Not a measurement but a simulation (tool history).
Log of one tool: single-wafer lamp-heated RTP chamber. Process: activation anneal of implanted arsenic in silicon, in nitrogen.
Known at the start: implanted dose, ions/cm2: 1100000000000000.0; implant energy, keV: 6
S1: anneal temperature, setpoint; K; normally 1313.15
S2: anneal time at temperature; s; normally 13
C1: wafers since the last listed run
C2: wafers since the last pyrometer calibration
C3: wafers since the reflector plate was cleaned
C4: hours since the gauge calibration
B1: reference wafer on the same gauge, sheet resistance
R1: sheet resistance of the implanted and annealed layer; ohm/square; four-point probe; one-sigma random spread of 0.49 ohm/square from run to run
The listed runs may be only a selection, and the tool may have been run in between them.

{"run": 1, "hour": 0.0, "S1": 1313.15, "S2": 13, "C1": 0, "C2": 2133, "C3": 2177, "C4": 274.3, "B1": 103.97, "R1": 119.43}
{"run": 2, "hour": 16.3, "S1": 1313.15, "S2": 13, "C1": 264, "C2": 2398, "C3": 2442, "C4": 290.6, "B1": 104.05, "R1": 120.27}
{"run": 3, "hour": 28.7, "S1": 1297.15, "S2": 13, "C1": 201, "C2": 2599, "C3": 2643, "C4": 303, "B1": 104, "R1": 132.39}
{"run": 4, "hour": 45.7, "S1": 1313.15, "S2": 16, "C1": 276, "C2": 2875, "C3": 2920, "C4": 320, "B1": 103.99, "R1": 114.13}
{"hour": 68.2, "done": "gauge calibrated"}
{"run": 5, "hour": 71.3, "S1": 1313.15, "S2": 16, "C1": 415, "C2": 3291, "C3": 3335, "C4": 3.1, "B1": 104.01, "R1": 113.53}
{"run": 6, "hour": 93.3, "S1": 1313.15, "S2": 13, "C1": 357, "C2": 3648, "C3": 3693, "C4": 25.1, "B1": 103.95, "R1": 117.18}
{"hour": 125.0, "done": "reflector plate cleaned"}
{"run": 7, "hour": 127.2, "S1": 1313.15, "S2": 13, "C1": 420, "C2": 4069, "C3": 35, "C4": 59, "B1": 104.05, "R1": 120.75}
{"run": 8, "hour": 141.4, "S1": 1313.15, "S2": 13, "C1": 230, "C2": 4300, "C3": 266, "C4": 73.2, "B1": 104, "R1": 120.65}
{"run": 9, "hour": 160.6, "S1": 1313.15, "S2": 13, "C1": 311, "C2": 4612, "C3": 578, "C4": 92.4, "B1": 104.01, "R1": 120.28}
{"run": 10, "hour": 182.6, "S1": 1313.15, "S2": 13, "C1": 357, "C2": 4969, "C3": 935, "C4": 114.4, "B1": 103.91, "R1": 119.95}
{"run": 11, "hour": 208.5, "S1": 1313.15, "S2": 9, "C1": 420, "C2": 5390, "C3": 1356, "C4": 140.3, "B1": 104.04, "R1": 129.87}
{"run": 12, "hour": 221.1, "S1": 1313.15, "S2": 9, "C1": 204, "C2": 5594, "C3": 1560, "C4": 152.9, "B1": 104.04, "R1": 129.7}
{"hour": 248.5, "done": "pyrometer window cleaned and pyrometer calibrated"}
{"run": 13, "hour": 249.0, "S1": 1313.15, "S2": 9, "C1": 323, "C2": 7, "C3": 1884, "C4": 180.8, "B1": 103.97, "R1": 129.64}
{"run": 14, "hour": 269.6, "S1": 1313.15, "S2": 10, "C1": 334, "C2": 342, "C3": 2218, "C4": 201.4, "B1": 104.02, "R1": 126.64}
{"run": 15, "hour": 297.6, "S1": 1313.15, "S2": 18, "C1": 454, "C2": 796, "C3": 2673, "C4": 229.4, "B1": 104.06, "R1": 111.22}
{"run": 16, "hour": 322.3, "S1": 1284.15, "S2": 9, "C1": 401, "C2": 1198, "C3": 3074, "C4": 254.1, "B1": 104.06, "R1": 155.02}
{"run": 17, "hour": 350.0, "S1": 1334.15, "S2": 20, "C1": 449, "C2": 1647, "C3": 3524, "C4": 281.8, "B1": 103.97, "R1": 101.42}
{"run": 18, "hour": 378.3, "S1": 1313.15, "S2": 13, "C1": 459, "C2": 2107, "C3": 3984, "C4": 310.1, "B1": 103.97, "R1": 118.22}
{"run": 19, "hour": 410.1, "S1": 1313.15, "S2": 6, "C1": 516, "C2": 2624, "C3": 4500, "C4": 341.9, "B1": 103.98, "R1": 139.34}
{"hour": 425.3, "done": "reflector plate cleaned"}
{"run": 20, "hour": 425.8, "S1": 1291.15, "S2": 13, "C1": 125, "C2": 2749, "C3": 8, "C4": 357.6, "B1": 103.98, "R1": 138.5}
{"hour": 428.4, "done": "gauge calibrated"}
{"run": 21, "hour": 442.4, "S1": 1304.15, "S2": 9, "C1": 269, "C2": 3018, "C3": 278, "C4": 14, "B1": 104, "R1": 139.11}
{"run": 22, "hour": 475.3, "S1": 1313.15, "S2": 13, "C1": 534, "C2": 3553, "C3": 812, "C4": 46.9, "B1": 103.98, "R1": 120.21}
{"run": 23, "hour": 500.6, "S1": 1333.15, "S2": 18, "C1": 410, "C2": 3964, "C3": 1223, "C4": 72.2, "B1": 103.95, "R1": 102.3}
{"run": 24, "hour": 522.0, "S1": 1296.15, "S2": 16, "C1": 347, "C2": 4311, "C3": 1571, "C4": 93.6, "B1": 104.11, "R1": 127.81}
{"run": 25, "hour": 542.3, "S1": 1313.15, "S2": 13, "C1": 329, "C2": 4641, "C3": 1901, "C4": 113.9, "B1": 104.07, "R1": 120.12}
{"run": 26, "hour": 561.8, "S1": 1299.15, "S2": 19, "C1": 316, "C2": 4958, "C3": 2217, "C4": 133.4, "B1": 104, "R1": 119.76}

Consider 4 possible next runs. They are alternatives, not a sequence: every one starts from the tool as it was left by run 26. What does each give?
{"run": "A", "hour": 562.2, "S1": 1342.15, "S2": 13, "C1": 6, "C2": 4964, "C3": 2224, "C4": 133.8, "B1": "?", "R1": "?"}
{"run": "B", "hour": 562.2, "S1": 1286.15, "S2": 17, "C1": 6, "C2": 4964, "C3": 2224, "C4": 133.8, "B1": "?", "R1": "?"}
{"run": "C", "hour": 562.2, "S1": 1341.15, "S2": 19, "C1": 6, "C2": 4964, "C3": 2224, "C4": 133.8, "B1": "?", "R1": "?"}
{"run": "D", "hour": 562.2, "S1": 1328.15, "S2": 13, "C1": 6, "C2": 4964, "C3": 2224, "C4": 133.8, "B1": "?", "R1": "?"}

run=A B1=104.05 R1=105.31
run=B B1=104.05 R1=133.67
run=C B1=104.05 R1=99.86
run=D B1=104.05 R1=111.18
What these runs would have given with no unlogged condition in the tool:
run=A R1=105.71
run=B R1=134.6
run=C R1=100.19
run=D R1=111.73

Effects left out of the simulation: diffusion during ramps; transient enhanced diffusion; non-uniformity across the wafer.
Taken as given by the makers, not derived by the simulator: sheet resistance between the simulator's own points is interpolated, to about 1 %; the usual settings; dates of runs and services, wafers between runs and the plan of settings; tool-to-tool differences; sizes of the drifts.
